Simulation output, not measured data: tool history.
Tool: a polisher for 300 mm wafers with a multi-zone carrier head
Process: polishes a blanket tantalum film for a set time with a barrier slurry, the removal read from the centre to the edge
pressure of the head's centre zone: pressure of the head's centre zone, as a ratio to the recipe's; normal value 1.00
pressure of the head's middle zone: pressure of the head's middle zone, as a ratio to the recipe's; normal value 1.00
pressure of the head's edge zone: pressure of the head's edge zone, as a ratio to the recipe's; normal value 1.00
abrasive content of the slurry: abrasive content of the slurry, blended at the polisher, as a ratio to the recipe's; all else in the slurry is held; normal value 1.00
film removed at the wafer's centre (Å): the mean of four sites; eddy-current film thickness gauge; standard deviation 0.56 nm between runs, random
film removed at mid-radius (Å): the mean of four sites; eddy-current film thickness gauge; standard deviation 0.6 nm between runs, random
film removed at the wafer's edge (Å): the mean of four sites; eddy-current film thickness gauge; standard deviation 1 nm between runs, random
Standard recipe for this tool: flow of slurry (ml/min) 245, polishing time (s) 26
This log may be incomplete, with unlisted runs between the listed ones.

run,day,flow of slurry (ml/min),pressure of the head's centre zone,pressure of the head's middle zone,pressure of the head's edge zone,abrasive content of the slurry,polishing time (s),"incoming thickness of the incoming film, nm",film removed at the wafer's centre (Å),film removed at mid-radius (Å),film removed at the wafer's edge (Å)
1,0.000,245,1.00,1.00,1.00,0.85,26,182.8,659,655,670
2,0.271,245,1.00,1.00,1.00,1.00,26,180.1,708,719,711
3,0.846,245,1.00,1.00,1.00,1.00,26,182.2,709,715,747
4,1.342,245,1.00,1.00,1.00,1.00,26,182.1,722,726,731
5,1.846,245,1.00,1.00,1.00,1.00,26,181.2,725,714,727
6,2.112,245,1.00,1.00,1.00,1.00,26,182.4,718,718,723
7,2.858,245,1.00,1.00,1.00,1.00,26,179.4,714,712,739
8,3.379,245,1.00,1.00,1.05,1.00,26,180.8,714,721,753
# day 3.825: worn pad replaced by a new one
9,3.846,245,1.00,1.00,1.00,1.00,26,182.2,716,708,750
# day 4.300: centre zone pressure recalibrated
# day 4.304: carrier head's membrane replaced by a new one
10,4.321,245,1.00,1.00,1.00,1.00,26,181.4,725,716,733
11,4.679,245,1.00,1.00,1.00,1.00,26,180.6,723,721,730
12,5.158,245,1.00,1.00,0.96,1.20,26,180.8,776,786,774
13,5.642,245,1.00,1.00,1.00,1.00,26,180.6,716,719,740
14,6.117,245,1.00,1.07,1.00,1.00,26,175.9,714,757,733
# day 7.517: edge zone pressure recalibrated
15,7.538,245,1.00,0.89,1.00,1.00,17,181.7,464,421,466
# day 8.038: slurry nozzle cleaned
16,8.192,290,1.11,1.00,1.00,1.00,26,180.6,806,720,728
17,8.446,245,1.00,1.11,1.00,1.00,26,179.9,715,792,731
# day 8.917: worn pad replaced by a new one
18,9.683,245,1.00,1.00,1.00,1.25,28,177.4,846,842,853
19,10.017,245,1.00,1.06,1.00,1.20,31,178.2,925,984,930
20,10.671,195,1.00,1.00,1.00,1.00,18,181.8,481,487,492

4 ways to go on from here, each from the tool as it stands after run 20. What would each give?
A,10.688,245,1.00,0.91,1.00,1.00,26,182.4,?,?,?
B,10.688,210,0.95,1.04,1.09,1.00,26,182.4,?,?,?
C,10.688,225,1.00,0.92,1.00,0.90,20,182.4,?,?,?
D,10.688,245,1.00,0.95,0.93,1.00,26,182.4,?,?,?

run,film removed at the wafer's centre (Å),film removed at mid-radius (Å),film removed at the wafer's edge (Å)
A,715,670,708
B,673,737,730
C,516,488,511
D,716,694,684
The same runs, with their run-to-run variation unchanged, on a tool lacking any hidden condition would have given:
run,film removed at the wafer's centre (Å),film removed at mid-radius (Å),film removed at the wafer's edge (Å)
A,715,670,708
B,673,737,730
C,516,488,511
D,716,694,684
